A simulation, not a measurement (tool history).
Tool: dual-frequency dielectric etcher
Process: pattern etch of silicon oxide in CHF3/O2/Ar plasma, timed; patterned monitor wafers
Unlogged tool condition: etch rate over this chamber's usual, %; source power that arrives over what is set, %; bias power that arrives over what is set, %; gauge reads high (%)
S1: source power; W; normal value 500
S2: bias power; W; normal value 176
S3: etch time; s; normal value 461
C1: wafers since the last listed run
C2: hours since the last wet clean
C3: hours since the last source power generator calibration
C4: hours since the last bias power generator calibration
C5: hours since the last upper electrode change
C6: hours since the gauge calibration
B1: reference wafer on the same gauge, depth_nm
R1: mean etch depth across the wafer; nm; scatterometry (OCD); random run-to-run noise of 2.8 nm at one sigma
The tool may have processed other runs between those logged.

Run 1, hour 0: usual settings; C1 0; C2 12.1; C3 1155.6; C4 2323.7; C5 3385.3; C6 385.2; B1 867.2. Result: R1 852.1 nm.
Run 2, hour 20.1: usual settings; C1 63; C2 32.2; C3 1175.7; C4 2343.8; C5 3405.4; C6 405.3; B1 867.4. Result: R1 852.1 nm.
Run 3, hour 51.7: usual settings; C1 100; C2 63.8; C3 1207.3; C4 2375.4; C5 3437; C6 436.9; B1 866. Result: R1 850 nm.
Run 4, hour 75.4: usual settings but S3 565 s; C1 75; C2 87.5; C3 1231; C4 2399.1; C5 3460.7; C6 460.6; B1 864.9. Result: R1 1041.3 nm.
Run 5, hour 97.8: usual settings but S3 565 s; C1 71; C2 109.9; C3 1253.4; C4 2421.5; C5 3483.1; C6 483; B1 863.2. Result: R1 1039.5 nm.
Run 6, hour 127.3: usual settings; C1 93; C2 139.4; C3 1282.9; C4 2451; C5 3512.6; C6 512.5; B1 861.1. Result: R1 843.6 nm.
Run 7, hour 156.9: usual settings but S1 450 W, S2 207 W; C1 94; C2 169; C3 1312.5; C4 2480.6; C5 3542.2; C6 542.1; B1 859.8. Result: R1 868 nm.
Run 8, hour 186.5: usual settings but S1 550 W; C1 94; C2 198.6; C3 1342.1; C4 2510.2; C5 3571.8; C6 571.7; B1 858.4. Result: R1 874.5 nm.
At hour 206.5: gauge calibrated.
Run 9, hour 272.5: usual settings but S1 550 W; C1 273; C2 284.6; C3 1428.1; C4 2596.2; C5 3657.8; C6 66; B1 876.6. Result: R1 889.4 nm.
Run 10, hour 291.7: usual settings; C1 61; C2 303.8; C3 1447.3; C4 2615.4; C5 3677; C6 85.2; B1 877.6. Result: R1 856.4 nm.
Run 11, hour 304.3: usual settings but S1 550 W, S2 155 W, S3 501 s; C1 40; C2 316.4; C3 1459.9; C4 2628; C5 3689.6; C6 97.8; B1 876.6. Result: R1 920.7 nm.
Run 12, hour 322.3: usual settings but S1 450 W, S2 141 W, S3 376.5 s; C1 57; C2 334.4; C3 1477.9; C4 2646; C5 3707.6; C6 115.8; B1 876.6. Result: R1 613.2 nm.
At hour 350.7: source power generator calibrated.
Run 13, hour 394.5: usual settings; C1 217; C2 406.6; C3 43.8; C4 2718.2; C5 3779.8; C6 188; B1 875.4. Result: R1 864.4 nm.
At hour 444.2: upper electrode replaced.
Run 14, hour 444.7: usual settings; C1 83; C2 456.8; C3 94; C4 2768.4; C5 0.5; C6 238.2; B1 874.1. Result: R1 854.8 nm.
Run 15, hour 458.8: usual settings but S1 410 W, S2 154 W, S3 555 s; C1 44; C2 470.9; C3 108.1; C4 2782.5; C5 14.6; C6 252.3; B1 873.7. Result: R1 902.9 nm.
Run 16, hour 484.1: usual settings but S1 390 W, S2 159 W, S3 546.5 s; C1 80; C2 496.2; C3 133.4; C4 2807.8; C5 39.9; C6 277.6; B1 872.6. Result: R1 882.7 nm.
At hour 504.9: bias power generator calibrated.
At hour 531.2: wet clean of the chamber.
Run 17, hour 531.7: usual settings; C1 62; C2 0.5; C3 181; C4 26.8; C5 87.5; C6 325.2; B1 872.2. Result: R1 851.2 nm.
Run 18, hour 532.1: usual settings but S1 560 W, S2 134 W, S3 518.5 s; C1 1; C2 0.9; C3 181.4; C4 27.2; C5 87.9; C6 325.6; B1 871.8. Result: R1 893.2 nm.
Run 19, hour 547.3: usual settings but S1 430 W, S2 160 W, S3 393 s; C1 48; C2 16.1; C3 196.6; C4 42.4; C5 103.1; C6 340.8; B1 870.9. Result: R1 664.9 nm.
Run 20, hour 559.7: usual settings but S1 540 W, S2 201 W, S3 581 s; C1 39; C2 28.5; C3 209; C4 54.8; C5 115.5; C6 353.2; B1 870.5. Result: R1 1162.7 nm.
Run 21, hour 594.9: usual settings; C1 112; C2 63.7; C3 244.2; C4 90; C5 150.7; C6 388.4; B1 867.8. Result: R1 848.3 nm.
Run 22, hour 628.2: usual settings; C1 105; C2 97; C3 277.5; C4 123.3; C5 184; C6 421.7; B1 866.6. Result: R1 853.7 nm.
Run 23, hour 703.6: usual settings but S2 160 W; C1 239; C2 172.4; C3 352.9; C4 198.7; C5 259.4; C6 497.1; B1 864.2. Result: R1 818 nm.
Run 24, hour 729.2: usual settings but S1 410 W, S2 156 W, S3 584.5 s; C1 81; C2 198; C3 378.5; C4 224.3; C5 285; C6 522.7; B1 862.4. Result: R1 946.8 nm.
Run 25, hour 744.1: usual settings; C1 47; C2 212.9; C3 393.4; C4 239.2; C5 299.9; C6 537.6; B1 861.3. Result: R1 841 nm.
Run 26, hour 761: usual settings but S2 151 W; C1 53; C2 229.8; C3 410.3; C4 256.1; C5 316.8; C6 554.5; B1 860.3. Result: R1 789.4 nm.
Run 27, hour 785.6: usual settings but S1 460 W, S3 376 s; C1 78; C2 254.4; C3 434.9; C4 280.7; C5 341.4; C6 579.1; B1 858.2. Result: R1 667.2 nm.
Run 28, hour 820.6: usual settings but S1 400 W, S2 201 W, S3 594.5 s; C1 111; C2 289.4; C3 469.9; C4 315.7; C5 376.4; C6 614.1; B1 856.8. Result: R1 1056.7 nm.
Run 29, hour 844.1: usual settings but S1 390 W, S2 151 W; C1 74; C2 312.9; C3 493.4; C4 339.2; C5 399.9; C6 637.6; B1 855. Result: R1 717.8 nm.
Run 30, hour 867.8: usual settings but S1 400 W, S2 132 W; C1 75; C2 336.6; C3 517.1; C4 362.9; C5 423.6; C6 661.3; B1 852.8. Result: R1 679.9 nm.

Consider 4 possible next runs. They are alternatives, not a sequence: every one starts from the tool as it was left by run 30. What does each give?
Run A, hour 868.3: usual settings but S2 215 W; C1 1; C2 337.1; C3 517.6; C4 363.4; C5 424.1; C6 661.8; B1 ?. Result: R1 ?.
Run B, hour 868.3: usual settings but S3 517 s; C1 1; C2 337.1; C3 517.6; C4 363.4; C5 424.1; C6 661.8; B1 ?. Result: R1 ?.
Run C, hour 868.3: usual settings but S1 580 W, S2 158 W, S3 426 s; C1 1; C2 337.1; C3 517.6; C4 363.4; C5 424.1; C6 661.8; B1 ?. Result: R1 ?.
Run D, hour 868.3: usual settings but S1 560 W, S3 408.5 s; C1 1; C2 337.1; C3 517.6; C4 363.4; C5 424.1; C6 661.8; B1 ?. Result: R1 ?.

run     B1     R1
  A  852.3  910.5
  B  852.3  938.2
  C  852.3  780.7
  D  852.3  773.1
Stripped of hidden state, with their random variation kept, the same runs would have yielded:
run     R1
  A    935
  B  963.4
  C  801.7
  D  793.9
